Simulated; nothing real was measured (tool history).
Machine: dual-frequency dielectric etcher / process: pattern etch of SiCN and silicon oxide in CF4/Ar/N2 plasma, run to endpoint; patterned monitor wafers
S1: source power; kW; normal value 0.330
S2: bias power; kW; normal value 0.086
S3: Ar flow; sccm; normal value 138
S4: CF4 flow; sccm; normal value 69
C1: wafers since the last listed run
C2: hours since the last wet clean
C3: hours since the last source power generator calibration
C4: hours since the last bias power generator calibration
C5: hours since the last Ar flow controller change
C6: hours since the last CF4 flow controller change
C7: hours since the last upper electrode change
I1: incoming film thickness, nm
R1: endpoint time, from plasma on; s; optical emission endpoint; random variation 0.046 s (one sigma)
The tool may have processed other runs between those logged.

{"run": 1, "hour": 0.0, "S1": 0.33, "S2": 0.086, "S3": 138, "S4": 69, "C1": 0, "C2": 464.4, "C3": 1338.5, "C4": 3925.1, "C5": 4754.9, "C6": 1351.8, "C7": 2715.6, "I1": 10.19, "R1": 15.3}
{"run": 2, "hour": 15.0, "S1": 0.33, "S2": 0.086, "S3": 138, "S4": 69, "C1": 209, "C2": 479.4, "C3": 1353.5, "C4": 3940.1, "C5": 4769.9, "C6": 1366.8, "C7": 2730.6, "I1": 10.19, "R1": 15.3}
{"run": 3, "hour": 32.5, "S1": 0.33, "S2": 0.086, "S3": 138, "S4": 69, "C1": 244, "C2": 496.9, "C3": 1371.0, "C4": 3957.6, "C5": 4787.4, "C6": 1384.3, "C7": 2748.1, "I1": 10.13, "R1": 15.2}
{"run": 4, "hour": 47.2, "S1": 0.33, "S2": 0.086, "S3": 138, "S4": 69, "C1": 205, "C2": 511.6, "C3": 1385.7, "C4": 3972.3, "C5": 4802.1, "C6": 1399.0, "C7": 2762.8, "I1": 10.19, "R1": 15.3}
{"run": 5, "hour": 63.7, "S1": 0.33, "S2": 0.086, "S3": 138, "S4": 69, "C1": 230, "C2": 528.1, "C3": 1402.2, "C4": 3988.8, "C5": 4818.6, "C6": 1415.5, "C7": 2779.3, "I1": 10.26, "R1": 15.4}
{"run": 6, "hour": 74.1, "S1": 0.33, "S2": 0.093, "S3": 138, "S4": 69, "C1": 145, "C2": 538.5, "C3": 1412.6, "C4": 3999.2, "C5": 4829.0, "C6": 1425.9, "C7": 2789.7, "I1": 10.22, "R1": 14.8}
{"run": 7, "hour": 89.1, "S1": 0.33, "S2": 0.093, "S3": 138, "S4": 69, "C1": 209, "C2": 553.5, "C3": 1427.6, "C4": 4014.2, "C5": 4844.0, "C6": 1440.9, "C7": 2804.7, "I1": 10.21, "R1": 14.6}
{"run": 8, "hour": 106.8, "S1": 0.31, "S2": 0.086, "S3": 138, "S4": 56, "C1": 247, "C2": 571.2, "C3": 1445.3, "C4": 4031.9, "C5": 4861.7, "C6": 1458.6, "C7": 2822.4, "I1": 10.18, "R1": 16.9}
{"run": 9, "hour": 123.1, "S1": 0.31, "S2": 0.086, "S3": 138, "S4": 56, "C1": 227, "C2": 587.5, "C3": 1461.6, "C4": 4048.2, "C5": 4878.0, "C6": 1474.9, "C7": 2838.7, "I1": 10.3, "R1": 17.1}
{"run": 10, "hour": 130.8, "S1": 0.27, "S2": 0.086, "S3": 138, "S4": 69, "C1": 107, "C2": 595.2, "C3": 1469.3, "C4": 4055.9, "C5": 4885.7, "C6": 1482.6, "C7": 2846.4, "I1": 10.22, "R1": 19.2}
{"run": 11, "hour": 136.8, "S1": 0.33, "S2": 0.086, "S3": 138, "S4": 69, "C1": 83, "C2": 601.2, "C3": 1475.3, "C4": 4061.9, "C5": 4891.7, "C6": 1488.6, "C7": 2852.4, "I1": 10.17, "R1": 15.3}
{"hour": 152.7, "done": "Ar flow controller replaced"}
{"run": 12, "hour": 153.2, "S1": 0.33, "S2": 0.069, "S3": 138, "S4": 74, "C1": 145, "C2": 617.6, "C3": 1491.7, "C4": 4078.3, "C5": 0.5, "C6": 1505.0, "C7": 2868.8, "I1": 10.19, "R1": 17.4}
{"hour": 178.1, "done": "upper electrode replaced"}
{"hour": 185.9, "done": "wet clean of the chamber"}
{"run": 13, "hour": 186.4, "S1": 0.3, "S2": 0.086, "S3": 138, "S4": 54, "C1": 19, "C2": 0.5, "C3": 1524.9, "C4": 4111.5, "C5": 33.7, "C6": 1538.2, "C7": 8.3, "I1": 10.36, "R1": 18.6}
{"run": 14, "hour": 186.7, "S1": 0.3, "S2": 0.107, "S3": 123, "S4": 77, "C1": 4, "C2": 0.8, "C3": 1525.2, "C4": 4111.8, "C5": 34.0, "C6": 1538.5, "C7": 8.6, "I1": 10.34, "R1": 15.7}
{"run": 15, "hour": 187.0, "S1": 0.3, "S2": 0.1, "S3": 138, "S4": 60, "C1": 4, "C2": 1.1, "C3": 1525.5, "C4": 4112.1, "C5": 34.3, "C6": 1538.8, "C7": 8.9, "I1": 10.21, "R1": 16.5}
{"run": 16, "hour": 196.8, "S1": 0.33, "S2": 0.086, "S3": 121, "S4": 69, "C1": 137, "C2": 10.9, "C3": 1535.3, "C4": 4121.9, "C5": 44.1, "C6": 1548.6, "C7": 18.7, "I1": 10.18, "R1": 15.8}
{"run": 17, "hour": 206.2, "S1": 0.31, "S2": 0.086, "S3": 138, "S4": 56, "C1": 131, "C2": 20.3, "C3": 1544.7, "C4": 4131.3, "C5": 53.5, "C6": 1558.0, "C7": 28.1, "I1": 10.28, "R1": 17.8}
{"run": 18, "hour": 221.8, "S1": 0.33, "S2": 0.102, "S3": 138, "S4": 82, "C1": 218, "C2": 35.9, "C3": 1560.3, "C4": 4146.9, "C5": 69.1, "C6": 1573.6, "C7": 43.7, "I1": 10.16, "R1": 14.1}
{"hour": 232.6, "done": "CF4 flow controller replaced"}
{"hour": 236.4, "done": "bias power generator calibrated"}
{"hour": 236.9, "done": "source power generator calibrated"}
{"run": 19, "hour": 237.4, "S1": 0.33, "S2": 0.086, "S3": 138, "S4": 79, "C1": 73, "C2": 51.5, "C3": 0.5, "C4": 1.0, "C5": 84.7, "C6": 4.8, "C7": 59.3, "I1": 10.18, "R1": 15.0}
{"run": 20, "hour": 245.1, "S1": 0.33, "S2": 0.086, "S3": 138, "S4": 69, "C1": 107, "C2": 59.2, "C3": 8.2, "C4": 8.7, "C5": 92.4, "C6": 12.5, "C7": 67.0, "I1": 10.22, "R1": 15.4}
{"run": 21, "hour": 261.4, "S1": 0.33, "S2": 0.086, "S3": 138, "S4": 74, "C1": 227, "C2": 75.5, "C3": 24.5, "C4": 25.0, "C5": 108.7, "C6": 28.8, "C7": 83.3, "I1": 10.17, "R1": 15.1}
{"run": 22, "hour": 273.2, "S1": 0.33, "S2": 0.102, "S3": 138, "S4": 82, "C1": 164, "C2": 87.3, "C3": 36.3, "C4": 36.8, "C5": 120.5, "C6": 40.6, "C7": 95.1, "I1": 10.22, "R1": 13.6}
{"run": 23, "hour": 283.8, "S1": 0.33, "S2": 0.086, "S3": 138, "S4": 69, "C1": 148, "C2": 97.9, "C3": 46.9, "C4": 47.4, "C5": 131.1, "C6": 51.2, "C7": 105.7, "I1": 10.19, "R1": 15.2}
{"run": 24, "hour": 298.9, "S1": 0.28, "S2": 0.086, "S3": 138, "S4": 69, "C1": 211, "C2": 113.0, "C3": 62.0, "C4": 62.5, "C5": 146.2, "C6": 66.3, "C7": 120.8, "I1": 10.19, "R1": 18.3}

Each row is a separate what-if for the run after 24, all from the same tool condition, not one after another. Results?
{"run": "A", "hour": 299.3, "S1": 0.33, "S2": 0.086, "S3": 138, "S4": 69, "C1": 5, "C2": 113.4, "C3": 62.4, "C4": 62.9, "C5": 146.6, "C6": 66.7, "C7": 121.2, "I1": 10.23, "R1": "?"}
{"run": "B", "hour": 299.3, "S1": 0.33, "S2": 0.099, "S3": 138, "S4": 69, "C1": 5, "C2": 113.4, "C3": 62.4, "C4": 62.9, "C5": 146.6, "C6": 66.7, "C7": 121.2, "I1": 10.23, "R1": "?"}
{"run": "C", "hour": 299.3, "S1": 0.4, "S2": 0.079, "S3": 138, "S4": 61, "C1": 5, "C2": 113.4, "C3": 62.4, "C4": 62.9, "C5": 146.6, "C6": 66.7, "C7": 121.2, "I1": 10.23, "R1": "?"}
{"run": "D", "hour": 299.3, "S1": 0.33, "S2": 0.078, "S3": 158, "S4": 80, "C1": 5, "C2": 113.4, "C3": 62.4, "C4": 62.9, "C5": 146.6, "C6": 66.7, "C7": 121.2, "I1": 10.23, "R1": "?"}

run=A R1=15.3
run=B R1=14.1
run=C R1=13.3
run=D R1=16.2
Without the tool's unlogged condition, the same runs would have read:
run=A R1=15.5
run=B R1=14.3
run=C R1=13.4
run=D R1=16.4
